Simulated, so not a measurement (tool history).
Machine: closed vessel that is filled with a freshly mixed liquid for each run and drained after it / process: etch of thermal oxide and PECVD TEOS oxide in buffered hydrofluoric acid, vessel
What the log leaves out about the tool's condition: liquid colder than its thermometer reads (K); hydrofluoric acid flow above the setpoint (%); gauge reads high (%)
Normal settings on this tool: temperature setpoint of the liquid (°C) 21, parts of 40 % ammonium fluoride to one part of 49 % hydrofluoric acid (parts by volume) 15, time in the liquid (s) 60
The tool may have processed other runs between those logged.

run	hour	temperature setpoint of the liquid (°C)	parts of 40 % ammonium fluoride to one part of 49 % hydrofluoric acid (parts by volume)	time in the liquid (s)	wafers since the last listed run	hours since the thermometer was replaced	hours since the hydrofluoric acid flow meter was replaced	hours since the gauge calibration	read-back film thickness of the thermal oxide reference wafer, read on the same gauge (nm)	read-back film thickness of the PECVD TEOS oxide reference wafer, read on the same gauge (nm)	thickness taken off the thermal oxide on a monitor wafer (angstrom)	thickness taken off the PECVD TEOS oxide on a monitor wafer (angstrom)
1	0	21	15	60	0	1490.6	2307.3	461.2	150	150.03	318.2	967.1
2	6.8	21	15	60	449	1497.4	2314.1	468	150.03	149.97	316.5	971.7
3	21.3	21	15	60	958	1511.9	2328.6	482.5	150.01	149.99	316.8	961.9
4	37.2	22.5	15	60	1051	1527.8	2344.5	498.4	150.02	149.98	342.3	1045.5
5	43.7	21	15	75	429	1534.3	2351	504.9	150	149.99	396.8	1205.1
6	60.1	21	15	60	1084	1550.7	2367.4	521.3	149.99	150.02	315.9	967.7
# hour 64.4: hydrofluoric acid flow meter replaced
7	74.3	19	15	30	872	1564.9	9.9	535.5	150.02	150.02	141.7	426.8
8	84.7	26	15	60	687	1575.3	20.3	545.9	149.99	149.98	419.5	1274
# hour 87.3: gauge calibrated
9	90.9	25.5	19	50	409	1581.5	26.5	3.6	150.01	150.01	264.8	818
10	103.2	19.5	17.5	90	813	1593.8	38.8	15.9	149.99	150	370.7	1131.1
11	136.1	21	9	95	2175	1626.7	71.7	48.8	150	149.99	789.7	2432.8
12	145.6	21	11	35	628	1636.2	81.2	58.3	150.02	150.02	247.3	746.3
13	160	21	10.5	60	952	1650.6	95.6	72.7	150.02	150.02	442	1355.1
14	173.6	17	11.5	45	899	1664.2	109.2	86.3	149.98	150.01	243.7	732.1
# hour 183.6: thermometer replaced
15	185.6	21	15	30	727	2	121.2	98.3	149.99	149.99	184	563
16	192.7	21	15	60	469	9.1	128.3	105.4	150.02	150.03	367.7	1122.5
17	201.6	21	18	60	588	18	137.2	114.3	149.99	149.97	305.2	939.1
18	210.4	21	15	60	581	26.8	146	123.1	150	150.03	367.8	1123.8
19	217.6	17.5	18	35	476	34	153.2	130.3	150.01	150.03	147.1	445.5
20	235.4	21	15	85	1176	51.8	171	148.1	149.98	150.04	521.4	1593.2
21	252	21	15	60	1097	68.4	187.6	164.7	150	150	365.8	1113.8
22	262.4	21	9.5	30	687	78.8	198	175.1	150	150.03	281	857.6
23	268.9	21	15	45	429	85.3	204.5	181.6	149.99	149.96	275.3	833.2
24	282.7	18.5	17.5	70	912	99.1	218.3	195.4	150.02	150.01	318.4	963.4
25	298.1	21	15	60	1018	114.5	233.7	210.8	150.03	149.98	366.1	1112.3
26	322.8	21	18	95	1633	139.2	258.4	235.5	150.02	149.96	479	1461.5
27	336.3	21	15	60	892	152.7	271.9	249	150.02	149.99	359.4	1106.9

Hidden state or all else? Some run-to-run changes of thickness taken off the thermal oxide on a monitor wafer (angstrom), split into what the settings, what came in and random variation would give without the hidden state, and what is left for the hidden state (with any gauge scatter that isn't in both results):
Run 10 -> 11: temperature setpoint of the liquid (°C) 19.5 -> 21, parts of 40 % ammonium fluoride to one part of 49 % hydrofluoric acid (parts by volume) 17.5 -> 9, time in the liquid (s) 90 -> 95. thickness taken off the thermal oxide on a monitor wafer (angstrom) +419: hidden state -77.2, all else +496.2.
Run 11 -> 12: parts of 40 % ammonium fluoride to one part of 49 % hydrofluoric acid (parts by volume) 9 -> 11, time in the liquid (s) 95 -> 35. thickness taken off the thermal oxide on a monitor wafer (angstrom) -542.4: hidden state +99, all else -641.4.
